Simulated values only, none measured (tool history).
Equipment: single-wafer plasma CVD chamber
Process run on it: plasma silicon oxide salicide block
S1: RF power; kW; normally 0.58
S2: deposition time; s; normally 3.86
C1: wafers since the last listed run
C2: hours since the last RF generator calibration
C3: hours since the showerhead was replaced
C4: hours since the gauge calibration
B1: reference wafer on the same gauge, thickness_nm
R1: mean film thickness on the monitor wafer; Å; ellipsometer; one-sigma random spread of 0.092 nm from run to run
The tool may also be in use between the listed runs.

run     day     S1    S2    C1      C2      C3     C4      B1      R1
  1       0   0.58  3.69     0  1350.2  3579.5  207.5  30.718  357.33
  2   1.721   0.58  3.69  1004  1391.5  3620.8  248.8  30.685  357.27
  3   3.742   0.58  3.86  1179    1440  3669.3  297.3  30.701  372.03
  4    11.4   0.58  3.86  4469  1623.8  3853.1  481.1  30.719  372.81
  5  13.992   0.58  3.86  1512    1686  3915.3  543.3  30.712  371.66
  6  16.975   0.58  3.66  1741  1757.6  3986.9  614.9  30.694  352.83
  7  18.233   0.58  3.66   734  1787.8  4017.1  645.1  30.683  352.01
  8  20.633  0.535  3.86  1400  1845.4  4074.7  702.7  30.721  362.93
     22.888  -- showerhead replaced, of another model than before
  9  23.121  0.535  3.86  1257  1905.1     5.6  762.4  30.723  350.33
 10  24.817  0.625  3.27   989  1945.8    46.3  803.1  30.686   321.5
 11  26.317  0.625  3.27   875  1981.8    82.3  839.1  30.689  320.07
 12  27.758  0.625  3.27   841  2016.4   116.9  873.7  30.725  321.22
     29.342  -- RF generator calibrated
 13  29.925   0.58  3.86  1069      14   168.9  925.7  30.688  372.57
     30.717  -- gauge calibrated
 14    32.3   0.58   4.5  1386      71   225.9     38  30.685  436.56
 15  34.838   0.65  3.86  1480   131.9   286.8   98.9  30.701  392.82
 16  36.921  0.695  4.25  1215   181.9   336.8  148.9  30.724  446.67
 17  37.996   0.58  3.86   627   207.7   362.6  174.7  30.694  373.58
 18  39.304  0.495   3.5   763   239.1     394  206.1  30.694     312
 19  40.529  0.515  3.57   714   268.5   423.4  235.5  30.709  327.19
 20  43.083    0.5  3.19  1490   329.8   484.7  296.8  30.728     287
 21  44.275   0.55  3.86   695   358.4   513.3  325.4  30.709  363.46
 22  46.838  0.645  3.11  1495   419.9   574.8  386.9  30.753  316.08
 23   49.35   0.58  3.86  1466   480.2   635.1  447.2  30.678  372.29
 24  51.504   0.66  3.66  1257   531.9   686.8  498.9  30.696  374.92

Results per run with the tool's hidden condition removed, run-to-run variation unchanged:
The tool's hidden condition here consists of: delivered RF power above the setpoint (%); gauge reads high (%).
run      R1
  1   360.2
  2   360.3
  3  375.41
  4  377.08
  5  376.24
  6  357.55
  7  356.88
  8  368.27
  9  359.59
 10  330.38
 11  329.24
 12  330.76
 13  374.92
 14  439.34
 15  395.35
 16   449.6
 17  376.06
 18   314.1
 19  329.42
 20  289.03
 21  366.08
 22  318.46
 23  375.24
 24  378.02
